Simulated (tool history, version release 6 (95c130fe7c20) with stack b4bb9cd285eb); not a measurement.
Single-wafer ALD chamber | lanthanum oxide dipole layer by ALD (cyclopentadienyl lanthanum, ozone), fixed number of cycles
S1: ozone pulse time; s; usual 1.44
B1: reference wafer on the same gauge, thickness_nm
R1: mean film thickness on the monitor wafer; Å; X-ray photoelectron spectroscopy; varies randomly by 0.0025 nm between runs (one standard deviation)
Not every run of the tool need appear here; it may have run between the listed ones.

{"run": 1, "day": 0.0, "S1": 1.74, "B1": 0.549, "R1": 6.05}
{"run": 2, "day": 2.688, "S1": 1.75, "B1": 0.55, "R1": 6.08}
{"run": 3, "day": 5.046, "S1": 1.15, "B1": 0.55, "R1": 5.5}
{"run": 4, "day": 8.162, "S1": 1.68, "B1": 0.55, "R1": 6.01}
{"run": 5, "day": 12.658, "S1": 1.44, "B1": 0.551, "R1": 5.85}
{"day": 14.862, "done": "ozone generator serviced"}
{"run": 6, "day": 15.458, "S1": 1.44, "B1": 0.55, "R1": 5.86}
{"run": 7, "day": 17.3, "S1": 1.44, "B1": 0.552, "R1": 5.86}
{"run": 8, "day": 25.325, "S1": 1.44, "B1": 0.552, "R1": 5.9}
{"run": 9, "day": 27.671, "S1": 1.44, "B1": 0.552, "R1": 5.91}
{"run": 10, "day": 30.262, "S1": 1.44, "B1": 0.554, "R1": 5.94}
{"run": 11, "day": 33.279, "S1": 1.17, "B1": 0.554, "R1": 5.59}
{"run": 12, "day": 37.721, "S1": 1.17, "B1": 0.553, "R1": 5.55}
{"run": 13, "day": 39.517, "S1": 0.94, "B1": 0.553, "R1": 5.07}
{"day": 41.833, "done": "thermocouple changed; heater temperature recalibrated"}
{"run": 14, "day": 43.071, "S1": 1.85, "B1": 0.554, "R1": 6.13}
{"run": 15, "day": 45.05, "S1": 1.14, "B1": 0.554, "R1": 5.55}
{"day": 45.488, "done": "ozone generator serviced"}
{"run": 16, "day": 46.638, "S1": 1.18, "B1": 0.554, "R1": 5.6}
{"run": 17, "day": 49.617, "S1": 1.1, "B1": 0.556, "R1": 5.42}
{"day": 57.438, "done": "gauge calibrated"}
{"run": 18, "day": 58.925, "S1": 1.96, "B1": 0.544, "R1": 6.02}
{"run": 19, "day": 61.662, "S1": 1.74, "B1": 0.545, "R1": 5.96}
{"day": 66.962, "done": "showerhead replaced"}
{"run": 20, "day": 69.129, "S1": 1.03, "B1": 0.545, "R1": 5.16}
{"run": 21, "day": 70.946, "S1": 1.07, "B1": 0.545, "R1": 5.28}
{"run": 22, "day": 74.629, "S1": 0.91, "B1": 0.546, "R1": 4.92}
{"run": 23, "day": 80.871, "S1": 1.22, "B1": 0.546, "R1": 5.56}
{"day": 81.542, "done": "ozone generator serviced"}
{"run": 24, "day": 84.888, "S1": 1.44, "B1": 0.548, "R1": 5.84}
{"run": 25, "day": 89.883, "S1": 1.9, "B1": 0.546, "R1": 6.06}
{"run": 26, "day": 91.788, "S1": 1.95, "B1": 0.547, "R1": 6.09}
{"run": 27, "day": 95.3, "S1": 1.78, "B1": 0.547, "R1": 6.06}
{"run": 28, "day": 98.983, "S1": 1.6, "B1": 0.548, "R1": 5.92}
{"run": 29, "day": 101.004, "S1": 1.44, "B1": 0.549, "R1": 5.83}
{"run": 30, "day": 103.171, "S1": 1.44, "B1": 0.548, "R1": 5.83}
{"run": 31, "day": 107.475, "S1": 1.24, "B1": 0.549, "R1": 5.61}
{"run": 32, "day": 111.654, "S1": 1.44, "B1": 0.55, "R1": 5.82}
{"day": 113.942, "done": "ozone generator serviced"}
{"run": 33, "day": 115.6, "S1": 1.84, "B1": 0.55, "R1": 6.05}
{"run": 34, "day": 127.308, "S1": 1.74, "B1": 0.551, "R1": 6.05}

The tool's hidden state at each run:
wafer temperature above the value expected at the setpoint (K): 0, the same for each run
ozone dose above that of a generator just serviced (%): 0, the same for each run
H1: gauge reads high (%)
run=1 H1=1.14
run=2 H1=1.2
run=3 H1=1.25
run=4 H1=1.31
run=5 H1=1.41
run=6 H1=1.47
run=7 H1=1.51
run=8 H1=1.68
run=9 H1=1.73
run=10 H1=1.78
run=11 H1=1.85
run=12 H1=1.94
run=13 H1=1.98
run=14 H1=2.05
run=15 H1=2.09
run=16 H1=2.13
run=17 H1=2.19
run=18 H1=0.107
run=19 H1=0.165
run=20 H1=0.323
run=21 H1=0.362
run=22 H1=0.44
run=23 H1=0.572
run=24 H1=0.657
run=25 H1=0.763
run=26 H1=0.803
run=27 H1=0.877
run=28 H1=0.955
run=29 H1=0.998
run=30 H1=1.04
run=31 H1=1.14
run=32 H1=1.22
run=33 H1=1.31
run=34 H1=1.56
